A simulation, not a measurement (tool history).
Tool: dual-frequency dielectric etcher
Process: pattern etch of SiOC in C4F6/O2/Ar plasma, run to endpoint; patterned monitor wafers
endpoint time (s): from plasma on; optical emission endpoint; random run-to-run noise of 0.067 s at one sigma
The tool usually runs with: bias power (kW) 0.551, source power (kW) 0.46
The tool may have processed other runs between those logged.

run,hour,bias power (kW),source power (kW),wafers since the last listed run,hours since the last wet clean,hours since the last bias power generator calibration,hours since the last source power generator calibration,hours since the last upper electrode change,"incoming incoming film thickness, nm",endpoint time (s)
1,0,0.551,0.46,0,352.5,5022.3,1902.6,4737.6,43.28,14.2
2,6.6,0.551,0.46,117,359.1,5028.9,1909.2,4744.2,43.96,14.5
3,16.1,0.551,0.46,169,368.6,5038.4,1918.7,4753.7,43.26,14.4
4,31.1,0.551,0.43,267,383.6,5053.4,1933.7,4768.7,43.39,14.7
# hour 60.1: wet clean of the chamber
# hour 81.6: upper electrode replaced
# hour 84.3: source power generator calibrated
5,84.8,0.551,0.43,98,24.7,5107.1,0.5,3.2,42.93,15.2
6,85.1,0.551,0.43,5,25,5107.4,0.8,3.5,43.79,15.5
7,85.4,0.493,0.5,5,25.3,5107.7,1.1,3.8,43.08,14.4
8,85.7,0.666,0.46,5,25.6,5108,1.4,4.1,43.38,13.9
9,101.1,0.551,0.5,274,41,5123.4,16.8,19.5,43.59,14
10,113.7,0.551,0.46,224,53.6,5136,29.4,32.1,43.69,14.7
# hour 123.5: bias power generator calibrated
11,125.2,0.551,0.46,133,65.1,1.7,40.9,43.6,43.66,14.7
12,135.3,0.589,0.46,180,75.2,11.8,51,53.7,43.42,14.3
13,178.9,0.551,0.41,778,118.8,55.4,94.6,97.3,43.38,15.5
14,194,0.421,0.39,269,133.9,70.5,109.7,112.4,43.03,17.2

Hidden condition of the tool, last listed run before each entry between runs versus first listed run after:
Runs 4 to 5: wet clean of the chamber (hour 60.1); upper electrode replaced (hour 81.6); source power generator calibrated (hour 84.3)
  etch rate over this chamber's usual, %: 3.91 -> 0.485
  the result without the hidden state subtracted from the measured one, endpoint time (s): -0.6 -> -0.1
Runs 10 to 11: bias power generator calibrated (hour 123.5)
  etch rate over this chamber's usual, %: 0.832 -> 0.97
  the result without the hidden state subtracted from the measured one, endpoint time (s): -0.2 -> -0.2

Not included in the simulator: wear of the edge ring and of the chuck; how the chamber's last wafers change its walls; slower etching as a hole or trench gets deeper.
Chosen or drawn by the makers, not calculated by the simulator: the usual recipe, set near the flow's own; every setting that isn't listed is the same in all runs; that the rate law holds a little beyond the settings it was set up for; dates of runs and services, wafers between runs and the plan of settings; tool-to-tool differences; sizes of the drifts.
